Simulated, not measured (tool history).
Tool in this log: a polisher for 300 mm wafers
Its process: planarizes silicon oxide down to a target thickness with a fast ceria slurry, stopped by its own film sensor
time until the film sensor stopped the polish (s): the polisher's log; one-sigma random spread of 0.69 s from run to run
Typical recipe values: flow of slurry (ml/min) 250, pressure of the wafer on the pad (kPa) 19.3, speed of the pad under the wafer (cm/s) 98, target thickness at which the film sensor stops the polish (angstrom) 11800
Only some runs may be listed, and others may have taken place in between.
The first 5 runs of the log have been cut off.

run   hour  flow of slurry (ml/min)  pressure of the wafer on the pad (kPa)  speed of the pad under the wafer (cm/s)  target thickness at which the film sensor stops the polish (angstrom)  wafers since the last listed run  wafers polished on this pad  hours since the slurry nozzle was cleaned  hours since the head pressure was calibrated  incoming thickness of the incoming film, nm  time until the film sensor stopped the polish (s)
  6  121.7                      250                                    19.3                                       98                                                                  11800                               240                          248                                      426.3                                         487.2                                       1848.2                                               45.7
  7  147.2                      250                                    19.3                                       74                                                                  11800                               376                          624                                      451.8                                         512.7                                       1912.6                                               66.1
  8  160.3                      250                                    19.3                                       74                                                                  11800                               193                          818                                      464.9                                         525.8                                       1867.4                                               62.4
  9    182                      250                                    19.3                                       98                                                                  11800                               320                         1138                                      486.6                                         547.5                                       1859.8                                               46.2
 10  201.3                      250                                    19.3                                       98                                                                  11800                               284                         1423                                      505.9                                         566.8                                       1883.1                                               48.6
 11  215.9                      250                                    19.3                                       98                                                                  11800                               215                         1638                                      520.5                                         581.4                                       1831.6                                               45.8
 12  241.2                      250                                    19.3                                       98                                                                  11800                               373                         2012                                      545.8                                         606.7                                       1888.1                                               48.4
 13    267                      250                                    19.3                                       98                                                                  11800                               380                         2392                                      571.6                                         632.5                                       1898.2                                               49.3
     287.7  -- worn pad replaced by a new one
 14  371.4                      250                                    19.3                                       98                                                                  11800                              1481                         1234                                        676                                         736.9                                         1870                                               47.1
 15  394.5                      275                                    19.3                                       98                                                                  11800                               340                         1575                                      699.1                                           760                                       1881.3                                               47.7
     407.7  -- head pressure recalibrated
 16  417.5                      250                                    19.3                                       98                                                                  11800                               309                         1885                                      722.1                                           9.8                                       1891.3                                               37.8
     485.3  -- worn pad replaced by a new one
 17  509.1                      250                                    19.3                                       98                                                                   9900                              1292                          351                                      813.7                                         101.4                                       1881.9                                               47.8
     527.8  -- head pressure recalibrated, repeated, since the last time left the tool worse
 18    536                      250                                    15.9                                       98                                                                  12910                               367                          718                                      840.6                                           8.2                                       1885.8                                               45.2

For run 19, what comes out?
 19  569.4                      250                                    19.3                                       98                                                                  11800                               492                         1211                                        874                                          41.6                                       1886.8                                                  ?

Run 19 measured time until the film sensor stopped the polish (s) 44.2.
The same run, on a tool lacking any hidden state, would have yielded time until the film sensor stopped the polish (s) 43.8.

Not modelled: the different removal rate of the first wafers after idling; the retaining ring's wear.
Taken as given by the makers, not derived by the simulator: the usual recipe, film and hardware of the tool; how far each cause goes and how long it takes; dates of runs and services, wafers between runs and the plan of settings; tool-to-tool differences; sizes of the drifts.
